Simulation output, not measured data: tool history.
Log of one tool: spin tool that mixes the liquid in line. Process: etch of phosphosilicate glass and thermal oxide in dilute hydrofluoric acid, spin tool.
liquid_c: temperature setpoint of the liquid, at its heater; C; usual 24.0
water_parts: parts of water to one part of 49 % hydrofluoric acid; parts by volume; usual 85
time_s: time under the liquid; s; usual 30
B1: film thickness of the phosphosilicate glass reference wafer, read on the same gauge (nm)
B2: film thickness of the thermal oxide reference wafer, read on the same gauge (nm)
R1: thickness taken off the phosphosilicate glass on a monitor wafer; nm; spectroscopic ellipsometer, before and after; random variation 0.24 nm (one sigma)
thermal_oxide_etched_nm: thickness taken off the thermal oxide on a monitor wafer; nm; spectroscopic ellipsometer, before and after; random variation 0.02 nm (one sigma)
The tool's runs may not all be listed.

{"run": 1, "hour": 0.0, "liquid_c": 28.0, "water_parts": 85, "time_s": 30, "B1": 110.01, "B2": 50.017, "R1": 31.13, "thermal_oxide_etched_nm": 1.857}
{"run": 2, "hour": 69.3, "liquid_c": 28.0, "water_parts": 85, "time_s": 30, "B1": 110.0, "B2": 49.991, "R1": 30.48, "thermal_oxide_etched_nm": 1.895}
{"run": 3, "hour": 134.8, "liquid_c": 24.0, "water_parts": 85, "time_s": 30, "B1": 110.0, "B2": 50.002, "R1": 26.27, "thermal_oxide_etched_nm": 1.569}
{"run": 4, "hour": 208.2, "liquid_c": 24.0, "water_parts": 85, "time_s": 30, "B1": 109.97, "B2": 49.985, "R1": 26.53, "thermal_oxide_etched_nm": 1.602}
{"run": 5, "hour": 246.6, "liquid_c": 24.0, "water_parts": 85, "time_s": 30, "B1": 109.98, "B2": 49.983, "R1": 26.31, "thermal_oxide_etched_nm": 1.568}
{"run": 6, "hour": 337.3, "liquid_c": 24.0, "water_parts": 85, "time_s": 30, "B1": 109.99, "B2": 50.007, "R1": 26.64, "thermal_oxide_etched_nm": 1.576}
{"run": 7, "hour": 375.6, "liquid_c": 24.0, "water_parts": 85, "time_s": 30, "B1": 109.98, "B2": 49.977, "R1": 26.77, "thermal_oxide_etched_nm": 1.63}
{"run": 8, "hour": 470.7, "liquid_c": 24.0, "water_parts": 85, "time_s": 30, "B1": 110.0, "B2": 50.001, "R1": 26.85, "thermal_oxide_etched_nm": 1.582}
{"run": 9, "hour": 577.1, "liquid_c": 24.0, "water_parts": 85, "time_s": 30, "B1": 109.99, "B2": 50.015, "R1": 26.55, "thermal_oxide_etched_nm": 1.614}
{"hour": 611.4, "done": "hydrofluoric acid flow meter replaced"}
{"run": 10, "hour": 619.6, "liquid_c": 27.0, "water_parts": 125, "time_s": 15, "B1": 109.98, "B2": 50.036, "R1": 9.58, "thermal_oxide_etched_nm": 0.57}
{"run": 11, "hour": 706.7, "liquid_c": 27.5, "water_parts": 125, "time_s": 40, "B1": 109.97, "B2": 50.01, "R1": 26.58, "thermal_oxide_etched_nm": 1.583}
{"hour": 753.5, "done": "thermometer replaced"}
{"run": 12, "hour": 765.2, "liquid_c": 26.5, "water_parts": 85, "time_s": 15, "B1": 109.99, "B2": 49.981, "R1": 14.7, "thermal_oxide_etched_nm": 0.864}
{"hour": 795.6, "done": "gauge calibrated"}
{"run": 13, "hour": 850.0, "liquid_c": 24.0, "water_parts": 65, "time_s": 15, "B1": 110.02, "B2": 50.005, "R1": 18.03, "thermal_oxide_etched_nm": 1.067}
{"run": 14, "hour": 917.2, "liquid_c": 24.0, "water_parts": 110, "time_s": 15, "B1": 109.99, "B2": 49.971, "R1": 10.07, "thermal_oxide_etched_nm": 0.59}
{"run": 15, "hour": 972.3, "liquid_c": 24.0, "water_parts": 50, "time_s": 30, "B1": 110.0, "B2": 50.028, "R1": 46.97, "thermal_oxide_etched_nm": 2.863}
{"run": 16, "hour": 1041.2, "liquid_c": 24.0, "water_parts": 85, "time_s": 30, "B1": 110.0, "B2": 50.018, "R1": 26.58, "thermal_oxide_etched_nm": 1.638}
{"run": 17, "hour": 1123.2, "liquid_c": 21.0, "water_parts": 50, "time_s": 45, "B1": 110.0, "B2": 49.995, "R1": 63.36, "thermal_oxide_etched_nm": 3.781}
{"run": 18, "hour": 1208.0, "liquid_c": 24.0, "water_parts": 65, "time_s": 15, "B1": 109.99, "B2": 49.988, "R1": 17.89, "thermal_oxide_etched_nm": 1.093}

Forecast each of these 4 alternatives for the next run:
{"run": "A", "hour": 1208.4, "liquid_c": 24.0, "water_parts": 85, "time_s": 40, "B1": "?", "B2": "?", "R1": "?", "thermal_oxide_etched_nm": "?"}
{"run": "B", "hour": 1208.4, "liquid_c": 24.0, "water_parts": 105, "time_s": 30, "B1": "?", "B2": "?", "R1": "?", "thermal_oxide_etched_nm": "?"}
{"run": "C", "hour": 1208.4, "liquid_c": 25.5, "water_parts": 105, "time_s": 15, "B1": "?", "B2": "?", "R1": "?", "thermal_oxide_etched_nm": "?"}
{"run": "D", "hour": 1208.4, "liquid_c": 19.5, "water_parts": 105, "time_s": 30, "B1": "?", "B2": "?", "R1": "?", "thermal_oxide_etched_nm": "?"}

run=A B1=110.00 B2=50.027 R1=35.76 thermal_oxide_etched_nm=2.123
run=B B1=110.00 B2=50.027 R1=21.18 thermal_oxide_etched_nm=1.257
run=C B1=110.00 B2=50.027 R1=11.23 thermal_oxide_etched_nm=0.667
run=D B1=110.00 B2=50.027 R1=17.67 thermal_oxide_etched_nm=1.049
Without the tool's hidden state the same runs would have given:
run=A R1=35.76 thermal_oxide_etched_nm=2.123
run=B R1=21.18 thermal_oxide_etched_nm=1.257
run=C R1=11.23 thermal_oxide_etched_nm=0.667
run=D R1=17.67 thermal_oxide_etched_nm=1.049
